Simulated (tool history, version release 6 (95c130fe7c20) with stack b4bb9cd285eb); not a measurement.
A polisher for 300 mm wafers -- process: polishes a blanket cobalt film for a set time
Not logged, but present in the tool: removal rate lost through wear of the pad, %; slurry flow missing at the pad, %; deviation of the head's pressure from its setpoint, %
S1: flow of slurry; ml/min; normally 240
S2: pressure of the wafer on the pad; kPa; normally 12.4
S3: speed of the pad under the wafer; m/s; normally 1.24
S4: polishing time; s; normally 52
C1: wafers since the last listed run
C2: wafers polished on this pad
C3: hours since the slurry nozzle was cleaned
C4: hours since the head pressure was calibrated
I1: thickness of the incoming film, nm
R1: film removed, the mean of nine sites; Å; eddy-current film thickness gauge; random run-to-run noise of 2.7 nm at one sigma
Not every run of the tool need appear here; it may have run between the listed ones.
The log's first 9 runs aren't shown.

run    hour   S1    S2    S3  S4   C1    C2     C3     C4      I1    R1
      383.9  -- slurry nozzle cleaned
 10   406.1  240  12.4  1.24  52  364  1645   22.2  768.7  1362.9  2846
 11   475.2  240  12.4  0.98  52  500  2146   91.3  837.8  1349.2  2299
 12   506.3  240  12.4  1.24  56  225  2371  122.4  868.9  1331.8  3057
      546.2  -- head pressure recalibrated
      570.2  -- worn pad replaced by a new one
 13   581.8  240  10.3  1.24  52  503    83  197.9   35.6  1364.7  2359
 14     645  240  10.3  1.24  52  457   541  261.1   98.8  1358.9  2332
 15   681.4  240  10.3  1.24  52  263   805  297.5  135.2  1362.3  2342
      696.6  -- slurry nozzle cleaned
 16   817.8  240  12.4  1.24  52  981  1786  121.2  271.6  1342.7  2786
 17   850.4  240  12.4  1.24  52  236  2022  153.8  304.2  1360.8  2829
 18   910.3  240  12.4  1.24  52  434  2456  213.7  364.1  1336.4  2829
      957.9  -- worn pad replaced by a new one
 19   958.4  185  15.2  1.24  52  319     3  261.8  412.2  1329.6  3427
 20   990.2  240  12.4  1.24  36  230   233  293.6    444  1347.3  1977
 21  1032.7  240  15.9  1.24  42  307   541  336.1  486.5  1368.3  2962

Run 22, settings as shown, results not yet in. Your forecast:
 22  1083.3  315  12.4  1.44  52  366  908  386.7  537.1  1378   ?

Run 22 gave R1 3345 Å.
Minus the tool's unlogged condition, the same run would have read R1 3345 Å.
